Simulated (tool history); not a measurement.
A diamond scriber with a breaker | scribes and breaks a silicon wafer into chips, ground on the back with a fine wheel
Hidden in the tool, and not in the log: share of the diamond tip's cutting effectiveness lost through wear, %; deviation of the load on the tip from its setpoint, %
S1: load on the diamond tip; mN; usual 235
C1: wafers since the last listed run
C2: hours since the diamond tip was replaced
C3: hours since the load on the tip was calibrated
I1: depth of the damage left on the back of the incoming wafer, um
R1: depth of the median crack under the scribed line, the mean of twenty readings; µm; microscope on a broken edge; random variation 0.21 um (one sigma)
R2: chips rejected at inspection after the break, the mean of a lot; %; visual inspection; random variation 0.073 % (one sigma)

run    hour   S1   C1     C2      C3    I1     R1    R2
  1       0  257    0  311.2    1291   2.3  12.98  2.08
       27.1  -- load on the tip recalibrated
  2    60.8  254   91    372    33.7  2.75  12.91  2.39
  3   122.8  254   96    434    95.7  2.94  12.91  2.48
      155.1  -- diamond tip replaced by a new one
  4   172.3  254   73   17.2   145.2  2.72  12.97  2.25
  5     255  235  128   99.9   227.9  1.61  12.74  1.61
  6   317.6  235   96  162.5   290.5  2.93  12.05   2.4
  7   376.1  260   90    221     349  2.99  13.04  2.53
  8   476.2  260  155  321.1   449.1  2.39  13.16  2.23
  9   582.4  199  164  427.3   555.3  2.45  10.91     3
      590.2  -- diamond tip replaced by a new one
 10   661.1  235  118   70.9     634  2.49  11.85   2.1
 11   761.9  235  156  171.7   734.8  1.79  12.14  1.61
 12   843.4  235  126  253.2   816.3  2.26  12.73   1.8
 13   885.1  235   64  294.9     858  1.99  12.16  1.75
 14   930.9  198   70  340.7   903.8  2.84  11.06  3.07
 15  1006.2  198  116    416   979.1  2.22  11.66  2.73
       1091  -- diamond tip replaced by a new one
 16  1103.1  198  146   12.1    1076  1.61  11.46  2.43
 17  1205.2  235  158  114.2  1178.1  2.87  12.25  2.05

The next listed run, before its measurement:
 18  1389.4  235  285  298.4  1362.3  2.94   ?   ?

R1: 12.34 µm
R2: 2.19 %
Without the tool's hidden state the same run would have given R1 12.34 µm, R2 2.19 %.
